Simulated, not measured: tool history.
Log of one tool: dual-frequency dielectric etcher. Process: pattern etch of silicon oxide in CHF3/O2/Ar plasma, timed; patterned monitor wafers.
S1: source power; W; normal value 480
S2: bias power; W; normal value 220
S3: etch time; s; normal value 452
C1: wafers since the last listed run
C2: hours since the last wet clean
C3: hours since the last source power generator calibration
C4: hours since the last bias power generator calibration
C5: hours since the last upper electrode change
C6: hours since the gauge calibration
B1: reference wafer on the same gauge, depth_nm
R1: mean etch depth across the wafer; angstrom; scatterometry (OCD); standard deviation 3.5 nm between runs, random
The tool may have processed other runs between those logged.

run    hour   S1   S2     S3    C1     C2      C3      C4      C5      C6     B1     R1
  1       0  540  220    452     0   14.7  4474.3  2237.3   716.7  1306.7  927.8   8929
  2    58.3  540  220    452   302     73  4532.6  2295.6     775    1365  926.4   8902
  3   120.7  540  220    452   323  135.4    4595    2358   837.4  1427.4  925.1   8920
  4   155.3  480  220    452   179    170  4629.6  2392.6     872    1462  925.9   8543
      201.6  -- bias power generator calibrated
  5   221.7  480  220    452   323  236.4    4696    20.1   938.4  1528.4    925   8712
  6   261.8  480  220    452   207  276.5  4736.1    60.2   978.5  1568.5  925.5   8628
  7   298.9  400  220    530   192  313.6  4773.2    97.3  1015.6  1605.6  925.2   9490
      305.6  -- gauge calibrated
  8     339  400  220    530   207  353.7  4813.3   137.4  1055.7    33.4  925.8   9431
        350  -- source power generator calibrated
  9   386.5  360  195  316.5   225  401.2    36.5   184.9  1103.2    80.9  928.2   5150
      445.9  -- wet clean of the chamber
 10   446.4  360  195  316.5   186    0.5    96.4   244.8  1163.1   140.8  926.3   5181
 11   464.1  480  220  354.5    91   18.2   114.1   262.5  1180.8   158.5  926.2   6756
 12   527.8  400  177    323   330   81.9   177.8   326.2  1244.5   222.2  926.7   5330
 13     568  480  197    452   208  122.1     218   366.4  1284.7   262.4  926.6   8277
 14   629.8  480  220    576   320  183.9   279.8   428.2  1346.5   324.2  925.4  10959
 15   783.3  420  220    452   795  337.4   433.3   581.7    1500   477.7  924.8   8218
 16   826.4  380  240    385   223  380.5   476.4   624.8  1543.1   520.8  927.5   6930
      863.9  -- wet clean of the chamber
 17     877  480  172    452   137   13.1     527   675.4  1593.7   571.4    927   7873
 18   982.7  400  200  569.5   547  118.8   632.7   781.1  1699.4   677.1  926.1   9689
 19  1026.6  480  202    546   227  162.7   676.6     825  1743.3     721  925.3  10074
 20  1097.3  480  220    452   366  233.4   747.3   895.7    1814   791.7  927.1   8594
 21  1129.8  370  185  396.5   168  265.9   779.8   928.2  1846.5   824.2  925.1   6366
     1210.4  -- upper electrode replaced
 22  1210.9  480  220    452   295    347   860.9  1009.3     0.5   905.3  925.5   8582
     1256.3  -- wet clean of the chamber
 23  1256.8  480  220    452   113    0.5   906.8  1055.2    46.4   951.2  925.8   8554
 24  1266.4  390  220    452    49   10.1   916.4  1064.8      56   960.8  925.8   7878
 25  1476.7  480  220    452  1089  220.4  1126.7  1275.1   266.3  1171.1  925.1   8601
 26  1543.9  380  167    452   348  287.6  1193.9  1342.3   333.5  1238.3  925.6   7069
 27  1572.6  480  220    452   148  316.3  1222.6    1371   362.2    1267  926.9   8548
 28  1644.4  480  220    452   372  388.1  1294.4  1442.8     434  1338.8  926.1   8551
 29  1710.4  530  263  553.5   342  454.1  1360.4  1508.8     500  1404.8  927.6  11675
     1755.2  -- wet clean of the chamber
 30    1782  480  220    452   246   26.8    1432  1580.4   571.6  1476.4  923.9   8535

Consider 3 possible next runs. They are alternatives, not a sequence: every one starts from the tool as it was left by run 30. What does each give?
  A  1782.5  580  220    452   2  27.3  1432.5  1580.9  572.1  1476.9   ?   ?
  B  1782.5  510  267    323   2  27.3  1432.5  1580.9  572.1  1476.9   ?   ?
  C  1782.5  520  203  417.5   2  27.3  1432.5  1580.9  572.1  1476.9   ?   ?

run     B1    R1
  A  926.7  9214
  B  926.7  6720
  C  926.7  7923
With no hidden state in the tool, these same runs would have given:
run    R1
  A  9363
  B  6833
  C  8050
